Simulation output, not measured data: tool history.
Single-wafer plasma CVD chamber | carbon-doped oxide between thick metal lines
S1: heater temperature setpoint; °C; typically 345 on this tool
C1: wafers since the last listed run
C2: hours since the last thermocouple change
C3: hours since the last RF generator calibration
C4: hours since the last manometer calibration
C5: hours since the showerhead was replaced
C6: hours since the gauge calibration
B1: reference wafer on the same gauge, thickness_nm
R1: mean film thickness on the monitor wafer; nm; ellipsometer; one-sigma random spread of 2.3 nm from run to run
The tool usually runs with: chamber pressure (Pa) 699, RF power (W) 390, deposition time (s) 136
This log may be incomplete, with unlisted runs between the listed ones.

Run 1, hour 0: usual settings; C1 0; C2 2065.9; C3 0.5; C4 1748.6; C5 152.6; C6 1829.8; B1 705.795. Result: R1 655.919 nm.
Run 2, hour 42.4: usual settings; C1 421; C2 2108.3; C3 42.9; C4 1791; C5 195; C6 1872.2; B1 706.114. Result: R1 655.081 nm.
At hour 82.7: thermocouple changed; heater temperature recalibrated.
Run 3, hour 101.9: usual settings; C1 511; C2 19.2; C3 102.4; C4 1850.5; C5 254.5; C6 1931.7; B1 706.055. Result: R1 658.657 nm.
Run 4, hour 156.1: usual settings; C1 538; C2 73.4; C3 156.6; C4 1904.7; C5 308.7; C6 1985.9; B1 705.483. Result: R1 653.707 nm.
Run 5, hour 186.4: usual settings; C1 300; C2 103.7; C3 186.9; C4 1935; C5 339; C6 2016.2; B1 705.788. Result: R1 652.959 nm.
Run 6, hour 215: usual settings; C1 284; C2 132.3; C3 215.5; C4 1963.6; C5 367.6; C6 2044.8; B1 705.839. Result: R1 651.77 nm.
At hour 261.8: capacitance manometer re-zeroed and calibrated.
Run 7, hour 271.5: usual settings but S1 350 °C, chamber pressure (Pa) 631; C1 481; C2 188.8; C3 272; C4 9.7; C5 424.1; C6 2101.3; B1 705.306. Result: R1 630.708 nm.
Run 8, hour 316.2: usual settings; C1 444; C2 233.5; C3 316.7; C4 54.4; C5 468.8; C6 2146; B1 705.974. Result: R1 656.512 nm.
Run 9, hour 375: usual settings but S1 350 °C, chamber pressure (Pa) 773; C1 584; C2 292.3; C3 375.5; C4 113.2; C5 527.6; C6 2204.8; B1 705.655. Result: R1 652.317 nm.
Run 10, hour 421.5: usual settings; C1 461; C2 338.8; C3 422; C4 159.7; C5 574.1; C6 2251.3; B1 705.786. Result: R1 651.247 nm.
Run 11, hour 449.9: usual settings but S1 331 °C, chamber pressure (Pa) 791; C1 282; C2 367.2; C3 450.4; C4 188.1; C5 602.5; C6 2279.7; B1 705.88. Result: R1 687.537 nm.
Run 12, hour 479.8: usual settings; C1 296; C2 397.1; C3 480.3; C4 218; C5 632.4; C6 2309.6; B1 705.903. Result: R1 644.629 nm.
Run 13, hour 532.9: usual settings but RF power (W) 420, deposition time (s) 158; C1 527; C2 450.2; C3 533.4; C4 271.1; C5 685.5; C6 2362.7; B1 705.283. Result: R1 779.929 nm.
Run 14, hour 604.4: usual settings but RF power (W) 350; C1 710; C2 521.7; C3 604.9; C4 342.6; C5 757; C6 2434.2; B1 706.354. Result: R1 618.582 nm.
Run 15, hour 649.8: usual settings but S1 336 °C, chamber pressure (Pa) 756, RF power (W) 430, deposition time (s) 154; C1 450; C2 567.1; C3 650.3; C4 388; C5 802.4; C6 2479.6; B1 705.642. Result: R1 791.188 nm.
Run 16, hour 686.7: usual settings but deposition time (s) 128; C1 366; C2 604; C3 687.2; C4 424.9; C5 839.3; C6 2516.5; B1 705.653. Result: R1 609.995 nm.
Run 17, hour 748.3: usual settings; C1 611; C2 665.6; C3 748.8; C4 486.5; C5 900.9; C6 2578.1; B1 706.048. Result: R1 646.221 nm.
At hour 784.5: gauge calibrated.
Run 18, hour 808.2: usual settings but S1 350 °C, chamber pressure (Pa) 631; C1 594; C2 725.5; C3 808.7; C4 546.4; C5 960.8; C6 23.7; B1 705.975. Result: R1 626.356 nm.
Run 19, hour 835.5: usual settings but chamber pressure (Pa) 868, RF power (W) 325; C1 271; C2 752.8; C3 836; C4 573.7; C5 988.1; C6 51; B1 706.416. Result: R1 620.194 nm.
Run 20, hour 891.4: usual settings; C1 555; C2 808.7; C3 891.9; C4 629.6; C5 1044; C6 106.9; B1 705.924. Result: R1 643.928 nm.
Run 21, hour 955.7: usual settings; C1 638; C2 873; C3 956.2; C4 693.9; C5 1108.3; C6 171.2; B1 705.316. Result: R1 642.295 nm.
Run 22, hour 1013: usual settings but S1 337 °C, chamber pressure (Pa) 772, deposition time (s) 127; C1 569; C2 930.3; C3 1013.5; C4 751.2; C5 1165.6; C6 228.5; B1 705.487. Result: R1 623.071 nm.
Run 23, hour 1062.9: usual settings but S1 335 °C, RF power (W) 310, deposition time (s) 143; C1 495; C2 980.2; C3 1063.4; C4 801.1; C5 1215.5; C6 278.4; B1 705.989. Result: R1 634.003 nm.
Run 24, hour 1104.6: usual settings but S1 333 °C, chamber pressure (Pa) 579; C1 414; C2 1021.9; C3 1105.1; C4 842.8; C5 1257.2; C6 320.1; B1 705.602. Result: R1 634.314 nm.
Run 25, hour 1150.7: usual settings but S1 332 °C, chamber pressure (Pa) 539, RF power (W) 330; C1 457; C2 1068; C3 1151.2; C4 888.9; C5 1303.3; C6 366.2; B1 706.15. Result: R1 590.021 nm.
Run 26, hour 1185.6: usual settings; C1 346; C2 1102.9; C3 1186.1; C4 923.8; C5 1338.2; C6 401.1; B1 706.438. Result: R1 645.686 nm.
Run 27, hour 1240.4: usual settings but S1 337 °C, chamber pressure (Pa) 617, RF power (W) 440, deposition time (s) 126; C1 544; C2 1157.7; C3 1240.9; C4 978.6; C5 1393; C6 455.9; B1 706.7. Result: R1 624.305 nm.

What differs in the tool's unlogged condition from the final listed run ahead of each entry between runs to the first listed run following it?
Logged between run 2 and run 3: thermocouple changed; heater temperature recalibrated (hour 82.7)
  delivered RF power above the setpoint (%): -0.812 -> -1.37
  the result without the hidden state subtracted from the measured one, R1: -2.127 -> -3.629 nm
Logged between run 6 and run 7: capacitance manometer re-zeroed and calibrated (hour 261.8)
  delivered RF power above the setpoint (%): -2.28 -> -2.67
  the result without the hidden state subtracted from the measured one, R1: -5.996 -> -6.815 nm
Logged between run 17 and run 18: gauge calibrated (hour 784.5)
  delivered RF power above the setpoint (%): -4.73 -> -4.88
  the result without the hidden state subtracted from the measured one, R1: -12.7 -> -12.722 nm

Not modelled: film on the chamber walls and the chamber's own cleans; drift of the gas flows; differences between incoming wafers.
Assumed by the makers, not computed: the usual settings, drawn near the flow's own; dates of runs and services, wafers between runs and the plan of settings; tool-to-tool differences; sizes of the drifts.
